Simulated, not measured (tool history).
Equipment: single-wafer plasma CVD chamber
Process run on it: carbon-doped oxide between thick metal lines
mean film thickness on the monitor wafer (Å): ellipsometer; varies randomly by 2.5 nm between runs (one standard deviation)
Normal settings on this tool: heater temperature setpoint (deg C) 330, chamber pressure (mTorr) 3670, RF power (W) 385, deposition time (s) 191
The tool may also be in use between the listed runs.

run	day	heater temperature setpoint (deg C)	chamber pressure (mTorr)	RF power (W)	deposition time (s)	wafers since the last listed run	hours since the last thermocouple change	hours since the last RF generator calibration	hours since the last manometer calibration	hours since the showerhead was replaced	hours since the gauge calibration	read-back reference wafer on the same gauge, thickness_nm	mean film thickness on the monitor wafer (Å)
1	0	330	3670	385	191	0	150.1	1343.5	257.7	4985.2	3919.4	782.105	7528.01
# day 3.696: showerhead replaced
2	3.717	330	3670	385	191	631	239.3	1432.7	346.9	0.5	4008.6	782.489	7489.07
3	7.504	330	3670	420	208	707	330.2	1523.6	437.8	91.4	4099.5	782.62	8517.21
# day 9.396: RF generator calibrated
4	10.871	330	3670	420	208	566	411	35.4	518.6	172.2	4180.3	782.106	8588.62
5	13.421	330	3670	420	208	476	472.2	96.6	579.8	233.4	4241.5	782.098	8601.07
6	15.638	330	3670	385	191	413	525.4	149.8	633	286.6	4294.7	782.164	7547.22
7	17.167	330	3670	385	191	285	562.1	186.5	669.7	323.3	4331.4	782.084	7504.08
8	21.233	330	2820	385	191	759	659.7	284.1	767.3	420.9	4429	782.321	7352.47
9	22.742	326	3340	345	191	281	695.9	320.3	803.5	457.1	4465.2	782.207	7156.39
10	25.642	330	3670	385	191	541	765.5	389.9	873.1	526.7	4534.8	782.425	7621.17
# day 28.133: gauge calibrated
11	28.867	326	3670	385	191	602	842.9	467.3	950.5	604.1	17.6	781.634	7729.64
12	31.667	320	3670	385	191	522	910.1	534.5	1017.7	671.3	84.8	781.949	7903.79
13	35.812	336	3670	385	191	774	1009.6	634	1117.2	770.8	184.3	782.257	7468.45
14	39.421	330	3670	385	191	673	1096.2	720.6	1203.8	857.4	270.9	782.058	7615.1
15	41.617	340	3670	385	215	409	1148.9	773.3	1256.5	910.1	323.6	781.565	8248.41
16	44.383	319	3670	340	164	516	1215.3	839.7	1322.9	976.5	390	782.108	6403.31
17	48.162	316	3670	385	160	705	1306	930.4	1413.6	1067.2	480.7	782.429	6788.71
# day 52.575: thermocouple changed; heater temperature recalibrated
18	52.596	330	4350	435	191	765	0.5	1036.8	1520	1173.6	587.1	781.489	8164.25
19	54.325	315	4130	455	228	322	42	1078.3	1561.5	1215.1	628.6	781.955	10514.53
20	58.35	330	3670	335	191	751	138.6	1174.9	1658.1	1311.7	725.2	782.091	7004.4
21	62.633	339	4420	415	191	799	241.4	1277.7	1760.9	1414.5	828	782.082	7786.92
# day 64.196: capacitance manometer re-zeroed and calibrated
22	75.692	330	3670	385	191	2375	554.8	1591.1	275.9	1727.9	1141.4	782.514	7537.89
23	79.646	330	3670	385	176	738	649.7	1686	370.8	1822.8	1236.3	781.424	6947.58
# day 81.992: RF generator calibrated
24	88.829	330	3670	385	191	1652	870.1	164.1	591.2	2043.2	1456.7	782.088	7612.14
25	91.292	330	3670	440	191	459	929.2	223.2	650.3	2102.3	1515.8	782.045	8091.15
26	94.267	319	4100	325	214	555	1000.6	294.6	721.7	2173.7	1587.2	781.859	8281.01
27	96.979	330	3670	385	191	506	1065.7	359.7	786.8	2238.8	1652.3	782.427	7662.19
28	98.858	335	3670	385	191	350	1110.8	404.8	831.9	2283.9	1697.4	781.734	7498.73
29	102.558	330	4490	385	191	690	1199.6	493.6	920.7	2372.7	1786.2	782.067	7832.5

Forecast each of these 3 alternatives for the next run:
A	102.579	343	3670	385	191	3	1200.1	494.1	921.2	2373.2	1786.7	?	?
B	102.579	323	3220	350	191	3	1200.1	494.1	921.2	2373.2	1786.7	?	?
C	102.579	330	4560	335	208	3	1200.1	494.1	921.2	2373.2	1786.7	?	?

run	read-back reference wafer on the same gauge, thickness_nm	mean film thickness on the monitor wafer (Å)
A	782.411	7300.24
B	782.411	7346.95
C	782.411	7971.68
With no hidden state in the tool, these same runs would have given:
run	mean film thickness on the monitor wafer (Å)
A	7228.64
B	7254.15
C	7877.22
